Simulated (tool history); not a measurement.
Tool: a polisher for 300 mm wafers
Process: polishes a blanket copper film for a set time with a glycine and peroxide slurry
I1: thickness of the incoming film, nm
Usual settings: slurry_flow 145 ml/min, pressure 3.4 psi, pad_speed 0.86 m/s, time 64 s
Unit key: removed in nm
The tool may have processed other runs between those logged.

run 1 day=0 | slurry_flow=145 pressure=3.4 pad_speed=0.94 time=64 | I1=1007.9 | removed=426.3
run 2 day=0.575 | slurry_flow=145 pressure=3.4 pad_speed=0.86 time=72 | I1=1017.8 | removed=424.1
run 3 day=1.121 | slurry_flow=145 pressure=3.4 pad_speed=0.86 time=72 | I1=998.5 | removed=430.9
run 4 day=1.617 | slurry_flow=145 pressure=3.4 pad_speed=0.86 time=72 | I1=1031.3 | removed=414.4
run 5 day=2.238 | slurry_flow=145 pressure=3.4 pad_speed=0.86 time=56 | I1=1006.7 | removed=314.2
run 6 day=2.883 | slurry_flow=145 pressure=4 pad_speed=0.86 time=64 | I1=1038.4 | removed=391.9
-- day=3.171 worn pad replaced by a new one
-- day=3.442 head pressure recalibrated
run 7 day=3.462 | slurry_flow=145 pressure=4 pad_speed=0.86 time=64 | I1=1030.2 | removed=458.3

Run 8, settings as shown, results not yet in. Your forecast:
run 8 day=3.942 | slurry_flow=145 pressure=3.4 pad_speed=0.86 time=64 | I1=1017.3 | removed=?

removed: 384.2 nm
Without the tool's hidden state the same run would have given removed 394.2 nm.
